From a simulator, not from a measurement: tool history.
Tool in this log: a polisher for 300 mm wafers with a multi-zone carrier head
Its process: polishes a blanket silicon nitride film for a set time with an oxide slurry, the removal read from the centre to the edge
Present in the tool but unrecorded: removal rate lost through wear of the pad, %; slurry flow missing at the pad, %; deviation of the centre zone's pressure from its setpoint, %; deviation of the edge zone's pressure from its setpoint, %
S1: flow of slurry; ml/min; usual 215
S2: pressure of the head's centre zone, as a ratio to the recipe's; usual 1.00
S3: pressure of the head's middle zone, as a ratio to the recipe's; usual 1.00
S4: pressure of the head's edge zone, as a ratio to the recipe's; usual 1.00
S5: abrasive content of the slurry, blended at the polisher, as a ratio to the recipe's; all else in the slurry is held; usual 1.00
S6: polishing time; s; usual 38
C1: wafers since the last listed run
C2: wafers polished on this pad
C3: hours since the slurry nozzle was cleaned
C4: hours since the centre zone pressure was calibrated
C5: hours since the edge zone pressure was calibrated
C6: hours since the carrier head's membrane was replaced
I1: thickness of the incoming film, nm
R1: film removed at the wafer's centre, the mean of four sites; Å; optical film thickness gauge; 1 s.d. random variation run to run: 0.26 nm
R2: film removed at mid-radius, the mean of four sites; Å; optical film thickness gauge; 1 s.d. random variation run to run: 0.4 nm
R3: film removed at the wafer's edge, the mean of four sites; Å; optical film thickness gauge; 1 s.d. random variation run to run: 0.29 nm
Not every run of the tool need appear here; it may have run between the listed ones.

Run 1, hour 0.0: usual settings but S2 0.91, S6 33 s; C1 0; C2 1161; C3 89.2; C4 1183.9; C5 233.0; C6 757.3; I1 464.7. Result: R1 239 Å, R2 265 Å, R3 262 Å.
At hour 12.6: centre zone pressure recalibrated.
Run 2, hour 58.7: usual settings but S2 1.08, S4 1.04; C1 794; C2 1955; C3 147.9; C4 46.1; C5 291.7; C6 816.0; I1 466.2. Result: R1 318 Å, R2 302 Å, R3 306 Å.
Run 3, hour 115.3: usual settings but S1 250 ml/min, S5 0.75; C1 792; C2 2748; C3 204.5; C4 102.7; C5 348.3; C6 872.6; I1 455.0. Result: R1 236 Å, R2 242 Å, R3 242 Å.
Run 4, hour 150.6: usual settings but S5 0.75, S6 49 s; C1 494; C2 3243; C3 239.8; C4 138.0; C5 383.6; C6 907.9; I1 460.3. Result: R1 297 Å, R2 304 Å, R3 301 Å.
Run 5, hour 199.4: usual settings; C1 683; C2 3926; C3 288.6; C4 186.8; C5 432.4; C6 956.7; I1 462.6. Result: R1 286 Å, R2 287 Å, R3 291 Å.
Run 6, hour 351.5: usual settings; C1 2130; C2 6057; C3 440.7; C4 338.9; C5 584.5; C6 1108.8; I1 463.3. Result: R1 281 Å, R2 281 Å, R3 284 Å.
At hour 456.8: worn pad replaced by a new one.
Run 7, hour 494.6: usual settings but S1 165 ml/min, S3 0.93; C1 1948; C2 529; C3 583.8; C4 482.0; C5 727.6; C6 1251.9; I1 450.8. Result: R1 283 Å, R2 261 Å, R3 293 Å.
Run 8, hour 533.7: usual settings but S5 1.10; C1 547; C2 1077; C3 622.9; C4 521.1; C5 766.7; C6 1291.0; I1 462.4. Result: R1 306 Å, R2 310 Å, R3 316 Å.
At hour 541.1: edge zone pressure recalibrated.
Run 9, hour 582.0: usual settings but S4 0.91; C1 648; C2 1725; C3 671.2; C4 569.4; C5 40.9; C6 1339.3; I1 464.3. Result: R1 283 Å, R2 288 Å, R3 276 Å.
Run 10, hour 616.2: usual settings; C1 479; C2 2204; C3 705.4; C4 603.6; C5 75.1; C6 1373.5; I1 456.0. Result: R1 280 Å, R2 285 Å, R3 286 Å.
At hour 621.3: slurry nozzle cleaned.
At hour 627.9: carrier head's membrane replaced by a new one.
Run 11, hour 670.4: usual settings but S2 0.95, S5 1.20; C1 675; C2 2880; C3 49.1; C4 657.8; C5 129.3; C6 42.5; I1 461.8. Result: R1 307 Å, R2 326 Å, R3 327 Å.

Run 12 is up next; what results do you expect?
Run 12, hour 719.6: usual settings but S1 285 ml/min, S2 1.11, S3 0.90, S4 0.95; C1 689; C2 3569; C3 98.3; C4 707.0; C5 178.5; C6 91.7; I1 460.2. Result: R1 ?, R2 ?, R3 ?.

{"run 12": {"R1": 328, "R2": 272, "R3": 292}}
Minus the tool's unlogged condition, the same run would have read R1 356 Å, R2 295 Å, R3 315 Å.
